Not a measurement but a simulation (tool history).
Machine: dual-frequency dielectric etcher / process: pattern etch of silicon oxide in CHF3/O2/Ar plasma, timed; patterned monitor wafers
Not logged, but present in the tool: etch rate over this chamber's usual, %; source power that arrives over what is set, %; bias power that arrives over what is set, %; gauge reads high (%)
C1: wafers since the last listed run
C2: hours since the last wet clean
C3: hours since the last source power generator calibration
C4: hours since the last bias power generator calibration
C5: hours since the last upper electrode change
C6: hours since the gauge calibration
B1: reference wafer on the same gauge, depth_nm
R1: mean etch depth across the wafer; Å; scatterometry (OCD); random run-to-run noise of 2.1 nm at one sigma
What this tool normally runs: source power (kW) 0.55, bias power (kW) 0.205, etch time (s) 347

run 1 hour=0 | source_power_(kW)=0.55 bias_power_(kW)=0.205 etch_time_(s)=347 | C1=0 C2=392.6 C3=3769 C4=1830.9 C5=3352.4 C6=1315.9 | B1=583.2 | R1=6445
run 2 hour=47.1 | source_power_(kW)=0.55 bias_power_(kW)=0.205 etch_time_(s)=347 | C1=188 C2=439.7 C3=3816.1 C4=1878 C5=3399.5 C6=1363 | B1=583.9 | R1=6432
-- hour=116.8 wet clean of the chamber
run 3 hour=150.6 | source_power_(kW)=0.55 bias_power_(kW)=0.205 etch_time_(s)=347 | C1=318 C2=33.8 C3=3919.6 C4=1981.5 C5=3503 C6=1466.5 | B1=582.5 | R1=6471
-- hour=222.8 bias power generator calibrated
run 4 hour=247 | source_power_(kW)=0.55 bias_power_(kW)=0.205 etch_time_(s)=347 | C1=370 C2=130.2 C3=4016 C4=24.2 C5=3599.4 C6=1562.9 | B1=583.7 | R1=6377
run 5 hour=324 | source_power_(kW)=0.55 bias_power_(kW)=0.205 etch_time_(s)=347 | C1=308 C2=207.2 C3=4093 C4=101.2 C5=3676.4 C6=1639.9 | B1=582.5 | R1=6368
run 6 hour=398.7 | source_power_(kW)=0.55 bias_power_(kW)=0.205 etch_time_(s)=347 | C1=299 C2=281.9 C3=4167.7 C4=175.9 C5=3751.1 C6=1714.6 | B1=582.3 | R1=6409
-- hour=440.8 upper electrode replaced
run 7 hour=500.3 | source_power_(kW)=0.55 bias_power_(kW)=0.205 etch_time_(s)=347 | C1=310 C2=383.5 C3=4269.3 C4=277.5 C5=59.5 C6=1816.2 | B1=581.7 | R1=6360
run 8 hour=551.8 | source_power_(kW)=0.55 bias_power_(kW)=0.205 etch_time_(s)=347 | C1=206 C2=435 C3=4320.8 C4=329 C5=111 C6=1867.7 | B1=582.7 | R1=6392
run 9 hour=622.1 | source_power_(kW)=0.55 bias_power_(kW)=0.178 etch_time_(s)=347 | C1=281 C2=505.3 C3=4391.1 C4=399.3 C5=181.3 C6=1938 | B1=583.7 | R1=6184
-- hour=697.6 wet clean of the chamber
run 10 hour=698.1 | source_power_(kW)=0.55 bias_power_(kW)=0.178 etch_time_(s)=347 | C1=208 C2=0.5 C3=4467.1 C4=475.3 C5=257.3 C6=2014 | B1=583.3 | R1=6228
run 11 hour=778 | source_power_(kW)=0.55 bias_power_(kW)=0.205 etch_time_(s)=347 | C1=320 C2=80.4 C3=4547 C4=555.2 C5=337.2 C6=2093.9 | B1=582.1 | R1=6385
run 12 hour=1033.7 | source_power_(kW)=0.55 bias_power_(kW)=0.205 etch_time_(s)=347 | C1=1024 C2=336.1 C3=4802.7 C4=810.9 C5=592.9 C6=2349.6 | B1=581.7 | R1=6381
-- hour=1047.6 source power generator calibrated
run 13 hour=1086.4 | source_power_(kW)=0.55 bias_power_(kW)=0.205 etch_time_(s)=347 | C1=195 C2=388.8 C3=38.8 C4=863.6 C5=645.6 C6=2402.3 | B1=583.6 | R1=6600
run 14 hour=1123.4 | source_power_(kW)=0.62 bias_power_(kW)=0.159 etch_time_(s)=378.5 | C1=148 C2=425.8 C3=75.8 C4=900.6 C5=682.6 C6=2439.3 | B1=582.9 | R1=7215
run 15 hour=1176 | source_power_(kW)=0.68 bias_power_(kW)=0.205 etch_time_(s)=347 | C1=210 C2=478.4 C3=128.4 C4=953.2 C5=735.2 C6=2491.9 | B1=582.7 | R1=7334
-- hour=1250 gauge calibrated
run 16 hour=1273.1 | source_power_(kW)=0.55 bias_power_(kW)=0.176 etch_time_(s)=284.5 | C1=389 C2=575.5 C3=225.5 C4=1050.3 C5=832.3 C6=23.1 | B1=583.2 | R1=5202
-- hour=1298.6 wet clean of the chamber
run 17 hour=1353 | source_power_(kW)=0.44 bias_power_(kW)=0.205 etch_time_(s)=272.5 | C1=223 C2=54.4 C3=305.4 C4=1130.2 C5=912.2 C6=103 | B1=583.3 | R1=4572
run 18 hour=1423.8 | source_power_(kW)=0.55 bias_power_(kW)=0.233 etch_time_(s)=347 | C1=283 C2=125.2 C3=376.2 C4=1201 C5=983 C6=173.8 | B1=583.1 | R1=6698
run 19 hour=1481.1 | source_power_(kW)=0.62 bias_power_(kW)=0.238 etch_time_(s)=451 | C1=229 C2=182.5 C3=433.5 C4=1258.3 C5=1040.3 C6=231.1 | B1=583.9 | R1=9302
run 20 hour=1543.9 | source_power_(kW)=0.6 bias_power_(kW)=0.205 etch_time_(s)=381.5 | C1=251 C2=245.3 C3=496.3 C4=1321.1 C5=1103.1 C6=293.9 | B1=583.4 | R1=7466
run 21 hour=1596.4 | source_power_(kW)=0.55 bias_power_(kW)=0.205 etch_time_(s)=347 | C1=210 C2=297.8 C3=548.8 C4=1373.6 C5=1155.6 C6=346.4 | B1=582.7 | R1=6527
run 22 hour=1657.8 | source_power_(kW)=0.68 bias_power_(kW)=0.236 etch_time_(s)=276.5 | C1=245 C2=359.2 C3=610.2 C4=1435 C5=1217 C6=407.8 | B1=582.1 | R1=5983
run 23 hour=1761.4 | source_power_(kW)=0.55 bias_power_(kW)=0.205 etch_time_(s)=347 | C1=415 C2=462.8 C3=713.8 C4=1538.6 C5=1320.6 C6=511.4 | B1=583.3 | R1=6502
run 24 hour=1804.9 | source_power_(kW)=0.55 bias_power_(kW)=0.205 etch_time_(s)=347 | C1=174 C2=506.3 C3=757.3 C4=1582.1 C5=1364.1 C6=554.9 | B1=582.2 | R1=6513
-- hour=1884.9 wet clean of the chamber
run 25 hour=1885.4 | source_power_(kW)=0.67 bias_power_(kW)=0.205 etch_time_(s)=347 | C1=226 C2=0.5 C3=837.8 C4=1662.6 C5=1444.6 C6=635.4 | B1=583 | R1=7190
run 26 hour=1965.7 | source_power_(kW)=0.55 bias_power_(kW)=0.205 etch_time_(s)=401.5 | C1=321 C2=80.8 C3=918.1 C4=1742.9 C5=1524.9 C6=715.7 | B1=584 | R1=7582
run 27 hour=2010.3 | source_power_(kW)=0.49 bias_power_(kW)=0.227 etch_time_(s)=347 | C1=178 C2=125.4 C3=962.7 C4=1787.5 C5=1569.5 C6=760.3 | B1=582.7 | R1=6279
run 28 hour=2053.6 | source_power_(kW)=0.44 bias_power_(kW)=0.239 etch_time_(s)=443 | C1=173 C2=168.7 C3=1006 C4=1830.8 C5=1612.8 C6=803.6 | B1=584 | R1=7622

Consider 5 possible next runs. They are alternatives, not a sequence: every one starts from the tool as it was left by run 28. What does each give?
run A hour=2054.1 | source_power_(kW)=0.55 bias_power_(kW)=0.169 etch_time_(s)=347 | C1=2 C2=169.2 C3=1006.5 C4=1831.3 C5=1613.3 C6=804.1 | B1=? | R1=?
run B hour=2054.1 | source_power_(kW)=0.55 bias_power_(kW)=0.205 etch_time_(s)=433 | C1=2 C2=169.2 C3=1006.5 C4=1831.3 C5=1613.3 C6=804.1 | B1=? | R1=?
run C hour=2054.1 | source_power_(kW)=0.55 bias_power_(kW)=0.205 etch_time_(s)=252.5 | C1=2 C2=169.2 C3=1006.5 C4=1831.3 C5=1613.3 C6=804.1 | B1=? | R1=?
run D hour=2054.1 | source_power_(kW)=0.55 bias_power_(kW)=0.205 etch_time_(s)=285 | C1=2 C2=169.2 C3=1006.5 C4=1831.3 C5=1613.3 C6=804.1 | B1=? | R1=?
run E hour=2054.1 | source_power_(kW)=0.6 bias_power_(kW)=0.175 etch_time_(s)=347 | C1=2 C2=169.2 C3=1006.5 C4=1831.3 C5=1613.3 C6=804.1 | B1=? | R1=?

run=A B1=583.3 R1=6242
run=B B1=583.3 R1=8099
run=C B1=583.3 R1=4723
run=D B1=583.3 R1=5331
run=E B1=583.3 R1=6569
With no hidden state in the tool, these same runs would have given:
run=A R1=6274
run=B R1=8138
run=C R1=4745
run=D R1=5356
run=E R1=6602
